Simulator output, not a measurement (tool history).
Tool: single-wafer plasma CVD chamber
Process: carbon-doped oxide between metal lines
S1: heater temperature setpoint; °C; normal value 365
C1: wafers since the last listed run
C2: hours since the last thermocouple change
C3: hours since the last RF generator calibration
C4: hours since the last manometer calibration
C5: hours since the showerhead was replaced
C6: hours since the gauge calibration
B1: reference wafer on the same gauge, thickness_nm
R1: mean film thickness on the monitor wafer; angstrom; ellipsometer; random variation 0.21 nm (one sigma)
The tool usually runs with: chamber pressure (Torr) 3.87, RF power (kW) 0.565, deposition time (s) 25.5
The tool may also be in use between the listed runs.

Run 1, hour 0: usual settings but S1 357 °C, RF power (kW) 0.485; C1 0; C2 772.2; C3 1292.6; C4 1974.9; C5 7390.7; C6 233.3; B1 131.001. Result: R1 1248.76 angstrom.
Run 2, hour 20.4: usual settings but RF power (kW) 0.49; C1 362; C2 792.6; C3 1313; C4 1995.3; C5 7411.1; C6 253.7; B1 131.034. Result: R1 1235.04 angstrom.
Run 3, hour 56.1: usual settings; C1 634; C2 828.3; C3 1348.7; C4 2031; C5 7446.8; C6 289.4; B1 130.893. Result: R1 1354.89 angstrom.
Run 4, hour 85.8: usual settings but deposition time (s) 21.4; C1 527; C2 858; C3 1378.4; C4 2060.7; C5 7476.5; C6 319.1; B1 130.915. Result: R1 1140 angstrom.
Run 5, hour 165.5: usual settings but deposition time (s) 21.4; C1 1416; C2 937.7; C3 1458.1; C4 2140.4; C5 7556.2; C6 398.8; B1 131.005. Result: R1 1135 angstrom.
Run 6, hour 199.2: usual settings; C1 598; C2 971.4; C3 1491.8; C4 2174.1; C5 7589.9; C6 432.5; B1 130.97. Result: R1 1350.06 angstrom.
At hour 214.1: thermocouple changed; heater temperature recalibrated.
Run 7, hour 226.6: usual settings; C1 344; C2 12.5; C3 1519.2; C4 2201.5; C5 7617.3; C6 459.9; B1 131.03. Result: R1 1367.68 angstrom.
Run 8, hour 250.3: usual settings but chamber pressure (Torr) 4.2, deposition time (s) 29.4; C1 421; C2 36.2; C3 1542.9; C4 2225.2; C5 7641; C6 483.6; B1 131.047. Result: R1 1587.83 angstrom.
At hour 264.1: RF generator calibrated.
Run 9, hour 283.6: usual settings but chamber pressure (Torr) 4.2, deposition time (s) 29.4; C1 449; C2 69.5; C3 19.5; C4 2258.5; C5 7674.3; C6 516.9; B1 130.983. Result: R1 1616.59 angstrom.
At hour 303: showerhead replaced.
Run 10, hour 305.6: usual settings but chamber pressure (Torr) 4.2, deposition time (s) 29.4; C1 248; C2 91.5; C3 41.5; C4 2280.5; C5 2.6; C6 538.9; B1 131.008. Result: R1 1612.19 angstrom.
Run 11, hour 321: usual settings but RF power (kW) 0.635; C1 273; C2 106.9; C3 56.9; C4 2295.9; C5 18; C6 554.3; B1 131.009. Result: R1 1490.74 angstrom.
Run 12, hour 353.4: usual settings but S1 358 °C, RF power (kW) 0.67, deposition time (s) 26.8; C1 575; C2 139.3; C3 89.3; C4 2328.3; C5 50.4; C6 586.7; B1 130.979. Result: R1 1646.13 angstrom.
Run 13, hour 371.6: usual settings but S1 371 °C; C1 323; C2 157.5; C3 107.5; C4 2346.5; C5 68.6; C6 604.9; B1 131.018. Result: R1 1367.46 angstrom.
At hour 383.6: gauge calibrated.
Run 14, hour 394.7: usual settings; C1 410; C2 180.6; C3 130.6; C4 2369.6; C5 91.7; C6 11.1; B1 131.008. Result: R1 1385.04 angstrom.
Run 15, hour 409.1: usual settings but S1 375 °C, chamber pressure (Torr) 4.55, RF power (kW) 0.6, deposition time (s) 29.4; C1 255; C2 195; C3 145; C4 2384; C5 106.1; C6 25.5; B1 130.959. Result: R1 1652.08 angstrom.
Run 16, hour 429: usual settings but chamber pressure (Torr) 4.82; C1 353; C2 214.9; C3 164.9; C4 2403.9; C5 126; C6 45.4; B1 130.893. Result: R1 1426.75 angstrom.
Run 17, hour 452.4: usual settings; C1 415; C2 238.3; C3 188.3; C4 2427.3; C5 149.4; C6 68.8; B1 130.992. Result: R1 1379.5 angstrom.
At hour 483: capacitance manometer re-zeroed and calibrated.
Run 18, hour 483.5: usual settings but S1 378 °C, deposition time (s) 26.9; C1 410; C2 269.4; C3 219.4; C4 0.5; C5 180.5; C6 99.9; B1 131.003. Result: R1 1413.92 angstrom.
Run 19, hour 494.8: usual settings but S1 379 °C, deposition time (s) 22.7; C1 200; C2 280.7; C3 230.7; C4 11.8; C5 191.8; C6 111.2; B1 131. Result: R1 1195.12 angstrom.
Run 20, hour 528.9: usual settings; C1 605; C2 314.8; C3 264.8; C4 45.9; C5 225.9; C6 145.3; B1 130.929. Result: R1 1376.14 angstrom.
Run 21, hour 549.4: usual settings but S1 371 °C, chamber pressure (Torr) 3.09, RF power (kW) 0.605, deposition time (s) 23.3; C1 364; C2 335.3; C3 285.3; C4 66.4; C5 246.4; C6 165.8; B1 131.049. Result: R1 1268.97 angstrom.
Run 22, hour 577: usual settings but S1 357 °C, chamber pressure (Torr) 4.47, deposition time (s) 21.8; C1 490; C2 362.9; C3 312.9; C4 94; C5 274; C6 193.4; B1 130.942. Result: R1 1222.78 angstrom.
Run 23, hour 612.7: usual settings but chamber pressure (Torr) 4.37, RF power (kW) 0.47, deposition time (s) 29.6; C1 634; C2 398.6; C3 348.6; C4 129.7; C5 309.7; C6 229.1; B1 131. Result: R1 1434.15 angstrom.

Predict each of these 5 candidate next runs independently; none follows another, all start after run 23:
Run A, hour 613.1: usual settings; C1 7; C2 399; C3 349; C4 130.1; C5 310.1; C6 229.5; B1 ?. Result: R1 ?.
Run B, hour 613.1: usual settings but S1 359 °C, RF power (kW) 0.625, deposition time (s) 28.4; C1 7; C2 399; C3 349; C4 130.1; C5 310.1; C6 229.5; B1 ?. Result: R1 ?.
Run C, hour 613.1: usual settings but chamber pressure (Torr) 4.71, RF power (kW) 0.65; C1 7; C2 399; C3 349; C4 130.1; C5 310.1; C6 229.5; B1 ?. Result: R1 ?.
Run D, hour 613.1: usual settings but chamber pressure (Torr) 3.49, deposition time (s) 27.6; C1 7; C2 399; C3 349; C4 130.1; C5 310.1; C6 229.5; B1 ?. Result: R1 ?.
Run E, hour 613.1: usual settings but S1 355 °C; C1 7; C2 399; C3 349; C4 130.1; C5 310.1; C6 229.5; B1 ?. Result: R1 ?.

run      B1       R1
  A  130.98  1375.99
  B  130.98  1652.16
  C  130.98  1543.09
  D  130.98  1471.04
  E  130.98  1407.13
With the hidden condition removed and each run's random variation left untouched, the same runs would have given:
run       R1
  A  1389.04
  B  1667.85
  C  1557.64
  D     1485
  E  1420.49
